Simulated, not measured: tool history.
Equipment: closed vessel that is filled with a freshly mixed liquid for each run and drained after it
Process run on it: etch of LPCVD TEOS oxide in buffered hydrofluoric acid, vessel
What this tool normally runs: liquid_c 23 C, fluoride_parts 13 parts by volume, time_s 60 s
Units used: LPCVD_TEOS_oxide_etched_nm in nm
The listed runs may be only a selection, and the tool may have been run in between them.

run	hour	liquid_c	fluoride_parts	time_s	wafers since the last listed run	hours since the thermometer was replaced	hours since the hydrofluoric acid flow meter was replaced	hours since the gauge calibration	read-back film thickness of the LPCVD TEOS oxide reference wafer, read on the same gauge (nm)	LPCVD_TEOS_oxide_etched_nm
1	0	23	13	60	0	1073	1338.8	256.8	80	183.32
2	49	23	13	60	3310	1122	1387.8	305.8	80	182.08
3	87.8	23	13	60	2621	1160.8	1426.6	344.6	80.01	180.99
4	157.2	23	13	60	4688	1230.2	1496	414	80.01	185.5
5	227.7	23	13	60	4763	1300.7	1566.5	484.5	79.98	183.73
6	261	23	13	60	2249	1334	1599.8	517.8	80	183.62
7	292.9	23	10	60	2155	1365.9	1631.7	549.7	79.99	234.58
8	357.8	23	10	60	4384	1430.8	1696.6	614.6	80.02	233.84
9	425	23	13	60	4540	1498	1763.8	681.8	80	180.14
10	483.7	20	16	60	3965	1556.7	1822.5	740.5	80.01	124.06
11	534.9	20	16	60	3459	1607.9	1873.7	791.7	79.98	125.56
12	575.5	23	13	60	2743	1648.5	1914.3	832.3	79.99	182.43
13	612.4	23	14.5	60	2493	1685.4	1951.2	869.2	80.01	164.37
14	656.9	23	13	60	3006	1729.9	1995.7	913.7	80.01	182.25
15	697.3	21.5	13	50	2729	1770.3	2036.1	954.1	80.01	139.93
# hour 704.3: gauge calibrated
# hour 756.7: hydrofluoric acid flow meter replaced
# hour 899.9: thermometer replaced
16	902	26.5	10	60	13694	2.1	145.3	197.7	80	284.01
17	962.4	23	13	90	4080	62.5	205.7	258.1	80.01	276
18	989.3	23	13	60	1817	89.4	232.6	285	80	182.5
19	1057.5	24.5	13	70	4607	157.6	300.8	353.2	79.97	233.71
20	1082.8	23	13	60	1709	182.9	326.1	378.5	80	183.58
21	1150.2	23	17.5	70	4553	250.3	393.5	445.9	80.02	156.8
22	1212.2	20.5	18	95	4188	312.3	455.5	507.9	80.03	183.17
23	1239.6	24.5	8.5	30	1851	339.7	482.9	535.3	80.01	146.98
24	1304.5	23	13	60	4384	404.6	547.8	600.2	80	182.63
25	1357.4	25.5	11.5	60	3574	457.5	600.7	653.1	80	235.54

Alternative continuations, all from the tool just after run 25; predict every row:
A	1358.1	23	18	60	47	458.2	601.4	653.8	?	?
B	1358.1	26	16.5	50	47	458.2	601.4	653.8	?	?
C	1358.1	24.5	16.5	85	47	458.2	601.4	653.8	?	?

run	read-back film thickness of the LPCVD TEOS oxide reference wafer, read on the same gauge (nm)	LPCVD_TEOS_oxide_etched_nm
A	80.01	130.26
B	80.01	139.27
C	80.01	218.26
With the hidden condition removed and each run's random variation left untouched, the same runs would have given:
run	LPCVD_TEOS_oxide_etched_nm
A	130.26
B	139.27
C	218.26

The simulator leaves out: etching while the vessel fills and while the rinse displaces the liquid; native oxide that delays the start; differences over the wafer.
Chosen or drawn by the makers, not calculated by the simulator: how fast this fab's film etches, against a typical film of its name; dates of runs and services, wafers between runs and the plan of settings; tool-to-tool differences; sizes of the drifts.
